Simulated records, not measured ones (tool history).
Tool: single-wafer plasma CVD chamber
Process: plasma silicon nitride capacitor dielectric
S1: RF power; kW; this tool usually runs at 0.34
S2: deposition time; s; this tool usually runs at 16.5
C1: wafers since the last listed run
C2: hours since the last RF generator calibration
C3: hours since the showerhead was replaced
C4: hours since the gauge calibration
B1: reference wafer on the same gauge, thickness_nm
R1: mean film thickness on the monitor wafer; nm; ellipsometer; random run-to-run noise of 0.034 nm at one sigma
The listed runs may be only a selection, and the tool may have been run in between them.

run 1 hour=0 | S1=0.34 S2=19 | C1=0 C2=1317.4 C3=5219 C4=54.9 | B1=19.23 | R1=26.237
run 2 hour=17.5 | S1=0.34 S2=19 | C1=413 C2=1334.9 C3=5236.5 C4=72.4 | B1=19.247 | R1=26.311
run 3 hour=68.1 | S1=0.36 S2=16.5 | C1=1194 C2=1385.5 C3=5287.1 C4=123 | B1=19.283 | R1=23.299
-- hour=81.6 RF generator calibrated
run 4 hour=82.1 | S1=0.34 S2=18.6 | C1=141 C2=0.5 C3=5301.1 C4=137 | B1=19.297 | R1=25.785
run 5 hour=83.6 | S1=0.34 S2=16.5 | C1=35 C2=2 C3=5302.6 C4=138.5 | B1=19.298 | R1=22.855
run 6 hour=100.2 | S1=0.34 S2=16.5 | C1=392 C2=18.6 C3=5319.2 C4=155.1 | B1=19.314 | R1=22.941
-- hour=108.4 showerhead replaced
run 7 hour=129.7 | S1=0.34 S2=16.5 | C1=507 C2=48.1 C3=21.3 C4=184.6 | B1=19.332 | R1=23.008
run 8 hour=141.1 | S1=0.385 S2=15.4 | C1=269 C2=59.5 C3=32.7 C4=196 | B1=19.348 | R1=22.181
run 9 hour=155.5 | S1=0.34 S2=16.5 | C1=340 C2=73.9 C3=47.1 C4=210.4 | B1=19.353 | R1=23.008
run 10 hour=163.3 | S1=0.32 S2=18.7 | C1=184 C2=81.7 C3=54.9 C4=218.2 | B1=19.362 | R1=25.519
-- hour=201.2 gauge calibrated
run 11 hour=201.9 | S1=0.34 S2=17.6 | C1=911 C2=120.3 C3=93.5 C4=0.7 | B1=19.203 | R1=24.306
run 12 hour=217.8 | S1=0.315 S2=15.6 | C1=375 C2=136.2 C3=109.4 C4=16.6 | B1=19.216 | R1=21.066
run 13 hour=234.5 | S1=0.38 S2=18.9 | C1=394 C2=152.9 C3=126.1 C4=33.3 | B1=19.226 | R1=27.086
run 14 hour=252.1 | S1=0.28 S2=19.4 | C1=415 C2=170.5 C3=143.7 C4=50.9 | B1=19.242 | R1=25.346

5 options for the next run, each taken on its own from the tool as it stands now. Forecast them:
run A hour=252.5 | S1=0.29 S2=16.5 | C1=9 C2=170.9 C3=144.1 C4=51.3 | B1=? | R1=?
run B hour=252.5 | S1=0.31 S2=18.8 | C1=9 C2=170.9 C3=144.1 C4=51.3 | B1=? | R1=?
run C hour=252.5 | S1=0.36 S2=13.4 | C1=9 C2=170.9 C3=144.1 C4=51.3 | B1=? | R1=?
run D hour=252.5 | S1=0.365 S2=14.6 | C1=9 C2=170.9 C3=144.1 C4=51.3 | B1=? | R1=?
run E hour=252.5 | S1=0.34 S2=14.7 | C1=9 C2=170.9 C3=144.1 C4=51.3 | B1=? | R1=?

run=A B1=19.245 R1=21.778
run=B B1=19.245 R1=25.313
run=C B1=19.245 R1=18.866
run=D B1=19.245 R1=20.641
run=E B1=19.245 R1=20.346
Without the tool's hidden state the same runs would have given:
run=A R1=21.729
run=B R1=25.256
run=C R1=18.824
run=D R1=20.595
run=E R1=20.301
